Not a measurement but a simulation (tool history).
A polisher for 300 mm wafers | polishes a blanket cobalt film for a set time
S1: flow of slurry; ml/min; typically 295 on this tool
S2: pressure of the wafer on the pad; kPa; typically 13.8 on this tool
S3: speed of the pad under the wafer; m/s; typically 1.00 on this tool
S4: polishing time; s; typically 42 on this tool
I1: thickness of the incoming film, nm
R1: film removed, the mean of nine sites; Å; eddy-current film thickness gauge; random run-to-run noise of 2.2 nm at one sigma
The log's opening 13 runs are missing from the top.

{"run": 14, "hour": 981.0, "S1": 295, "S2": 13.8, "S3": 1.0, "S4": 42, "I1": 800.3, "R1": 2411}
{"hour": 1037.3, "done": "slurry nozzle cleaned"}
{"run": 15, "hour": 1080.1, "S1": 295, "S2": 13.8, "S3": 1.0, "S4": 42, "I1": 798.2, "R1": 2433}
{"run": 16, "hour": 1164.3, "S1": 295, "S2": 13.8, "S3": 1.0, "S4": 42, "I1": 810.8, "R1": 2371}
{"run": 17, "hour": 1231.9, "S1": 295, "S2": 13.8, "S3": 1.0, "S4": 42, "I1": 819.0, "R1": 2370}
{"run": 18, "hour": 1287.8, "S1": 340, "S2": 13.8, "S3": 1.0, "S4": 42, "I1": 811.5, "R1": 2345}
{"hour": 1308.5, "done": "worn pad replaced by a new one"}
{"hour": 1358.6, "done": "head pressure recalibrated"}
{"run": 19, "hour": 1384.2, "S1": 295, "S2": 9.7, "S3": 1.12, "S4": 48, "I1": 813.6, "R1": 2201}
{"run": 20, "hour": 1441.1, "S1": 295, "S2": 13.8, "S3": 1.0, "S4": 42, "I1": 816.9, "R1": 2518}
{"run": 21, "hour": 1509.9, "S1": 295, "S2": 17.9, "S3": 1.36, "S4": 28, "I1": 805.8, "R1": 2626}
{"run": 22, "hour": 1555.6, "S1": 295, "S2": 13.8, "S3": 1.0, "S4": 48, "I1": 817.1, "R1": 2822}
{"run": 23, "hour": 1661.3, "S1": 220, "S2": 13.8, "S3": 1.0, "S4": 42, "I1": 806.4, "R1": 2333}
{"run": 24, "hour": 1709.8, "S1": 340, "S2": 13.8, "S3": 1.0, "S4": 42, "I1": 818.4, "R1": 2379}
{"hour": 1743.8, "done": "slurry nozzle cleaned"}
{"run": 25, "hour": 1763.5, "S1": 295, "S2": 13.8, "S3": 1.0, "S4": 42, "I1": 801.3, "R1": 2408}
{"run": 26, "hour": 1852.1, "S1": 295, "S2": 13.8, "S3": 1.0, "S4": 42, "I1": 816.2, "R1": 2357}
{"hour": 1931.4, "done": "worn pad replaced by a new one"}
{"run": 27, "hour": 1949.0, "S1": 250, "S2": 11.0, "S3": 1.0, "S4": 42, "I1": 811.6, "R1": 2014}
{"run": 28, "hour": 2001.4, "S1": 265, "S2": 18.6, "S3": 1.0, "S4": 51, "I1": 813.6, "R1": 4174}
{"run": 29, "hour": 2066.0, "S1": 295, "S2": 13.8, "S3": 1.0, "S4": 35, "I1": 823.9, "R1": 2092}

For run 30, what comes out?
{"hour": 2084.4, "done": "head pressure recalibrated"}
{"run": 30, "hour": 2112.3, "S1": 295, "S2": 13.8, "S3": 1.0, "S4": 42, "I1": 802.8, "R1": "?"}

For run 30 the tool returned R1 2498 Å.
Had the tool carried no hidden state, the very same run would have given R1 2571 Å.
